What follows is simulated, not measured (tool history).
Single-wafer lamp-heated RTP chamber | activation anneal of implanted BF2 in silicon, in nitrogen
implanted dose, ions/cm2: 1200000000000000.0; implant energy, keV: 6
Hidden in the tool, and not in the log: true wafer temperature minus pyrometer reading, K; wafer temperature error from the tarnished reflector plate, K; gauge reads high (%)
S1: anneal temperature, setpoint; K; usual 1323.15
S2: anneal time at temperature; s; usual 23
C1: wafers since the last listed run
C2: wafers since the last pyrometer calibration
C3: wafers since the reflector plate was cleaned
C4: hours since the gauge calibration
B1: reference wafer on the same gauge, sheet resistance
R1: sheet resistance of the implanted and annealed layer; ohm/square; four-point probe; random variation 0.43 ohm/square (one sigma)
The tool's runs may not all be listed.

{"run": 1, "hour": 0.0, "S1": 1344.15, "S2": 15, "C1": 0, "C2": 2743, "C3": 5502, "C4": 511.5, "B1": 159.09, "R1": 164.07}
{"hour": 9.7, "done": "pyrometer window cleaned and pyrometer calibrated"}
{"run": 2, "hour": 36.2, "S1": 1344.15, "S2": 15, "C1": 465, "C2": 437, "C3": 5967, "C4": 547.7, "B1": 158.9, "R1": 166.71}
{"run": 3, "hour": 65.7, "S1": 1344.15, "S2": 15, "C1": 486, "C2": 924, "C3": 6454, "C4": 577.2, "B1": 159.01, "R1": 167.25}
{"run": 4, "hour": 99.2, "S1": 1323.15, "S2": 23, "C1": 552, "C2": 1477, "C3": 7007, "C4": 610.7, "B1": 158.91, "R1": 174.1}
{"run": 5, "hour": 150.1, "S1": 1323.15, "S2": 23, "C1": 840, "C2": 2317, "C3": 7847, "C4": 661.6, "B1": 159.0, "R1": 172.66}
{"hour": 211.3, "done": "pyrometer window cleaned and pyrometer calibrated"}
{"run": 6, "hour": 221.0, "S1": 1336.15, "S2": 23, "C1": 1038, "C2": 159, "C3": 8886, "C4": 732.5, "B1": 158.93, "R1": 160.95}
{"run": 7, "hour": 278.6, "S1": 1336.15, "S2": 23, "C1": 950, "C2": 1110, "C3": 9836, "C4": 790.1, "B1": 159.13, "R1": 160.67}
{"hour": 337.4, "done": "gauge calibrated"}
{"run": 8, "hour": 349.1, "S1": 1336.15, "S2": 23, "C1": 1163, "C2": 2274, "C3": 11000, "C4": 11.7, "B1": 159.01, "R1": 158.61}
{"hour": 397.9, "done": "pyrometer window cleaned and pyrometer calibrated"}
{"run": 9, "hour": 413.6, "S1": 1323.15, "S2": 17, "C1": 932, "C2": 259, "C3": 11933, "C4": 76.2, "B1": 158.93, "R1": 183.22}
{"run": 10, "hour": 450.6, "S1": 1352.15, "S2": 23, "C1": 610, "C2": 870, "C3": 12543, "C4": 113.2, "B1": 159.09, "R1": 143.16}
{"hour": 458.6, "done": "reflector plate cleaned"}
{"run": 11, "hour": 477.7, "S1": 1340.15, "S2": 19, "C1": 315, "C2": 1185, "C3": 314, "C4": 140.3, "B1": 159.0, "R1": 162.14}
{"run": 12, "hour": 529.8, "S1": 1323.15, "S2": 19, "C1": 859, "C2": 2045, "C3": 1174, "C4": 192.4, "B1": 159.09, "R1": 177.66}
{"hour": 561.0, "done": "pyrometer window cleaned and pyrometer calibrated"}
{"run": 13, "hour": 621.8, "S1": 1350.15, "S2": 23, "C1": 1386, "C2": 1003, "C3": 2561, "C4": 284.4, "B1": 158.95, "R1": 145.87}
{"run": 14, "hour": 692.5, "S1": 1323.15, "S2": 23, "C1": 1166, "C2": 2170, "C3": 3728, "C4": 355.1, "B1": 159.15, "R1": 173.45}
{"hour": 715.3, "done": "pyrometer window cleaned and pyrometer calibrated"}
{"run": 15, "hour": 731.5, "S1": 1350.15, "S2": 19, "C1": 511, "C2": 267, "C3": 4239, "C4": 394.1, "B1": 159.17, "R1": 153.06}
{"run": 16, "hour": 781.5, "S1": 1323.15, "S2": 23, "C1": 825, "C2": 1093, "C3": 5065, "C4": 444.1, "B1": 158.97, "R1": 174.61}
{"run": 17, "hour": 847.7, "S1": 1352.15, "S2": 31, "C1": 1092, "C2": 2185, "C3": 6157, "C4": 510.3, "B1": 158.92, "R1": 130.21}
{"hour": 885.4, "done": "pyrometer window cleaned and pyrometer calibrated"}
{"run": 18, "hour": 892.3, "S1": 1313.15, "S2": 14, "C1": 604, "C2": 114, "C3": 6761, "C4": 554.9, "B1": 159.0, "R1": 203.16}

Hidden state at the last listed run before each entry between runs and at the first one after, where it differs:
Between runs 1 and 2: pyrometer window cleaned and pyrometer calibrated (hour 9.7)
  true wafer temperature minus pyrometer reading, K: 3.96 -> 0.676
  measured less the result without the state, R1: -3.11 -> -0.53 ohm/square
Between runs 5 and 6: pyrometer window cleaned and pyrometer calibrated (hour 211.3)
  true wafer temperature minus pyrometer reading, K: 3.19 -> 0.553
  measured less the result without the state, R1: -3.26 -> -0.61 ohm/square
Between runs 7 and 8: gauge calibrated (hour 337.4)
  true wafer temperature minus pyrometer reading, K: 1.14 -> 3.06
  measured less the result without the state, R1: -1.27 -> -3.40 ohm/square
Between runs 8 and 9: pyrometer window cleaned and pyrometer calibrated (hour 397.9)
  true wafer temperature minus pyrometer reading, K: 3.06 -> 0.315
  measured less the result without the state, R1: -3.40 -> -0.35 ohm/square
Between runs 10 and 11: reflector plate cleaned (hour 458.6)
  true wafer temperature minus pyrometer reading, K: 0.651 -> 1.13
  measured less the result without the state, R1: -0.68 -> -1.08 ohm/square
Between runs 12 and 13: pyrometer window cleaned and pyrometer calibrated (hour 561.0)
  true wafer temperature minus pyrometer reading, K: 2.59 -> 0.597
  measured less the result without the state, R1: -2.72 -> -0.64 ohm/square
Between runs 14 and 15: pyrometer window cleaned and pyrometer calibrated (hour 715.3)
  true wafer temperature minus pyrometer reading, K: 2.4 -> 0.516
  measured less the result without the state, R1: -2.44 -> -0.49 ohm/square
Between runs 17 and 18: pyrometer window cleaned and pyrometer calibrated (hour 885.4)
  true wafer temperature minus pyrometer reading, K: 2.8 -> 0.295
  measured less the result without the state, R1: -3.15 -> -0.50 ohm/square
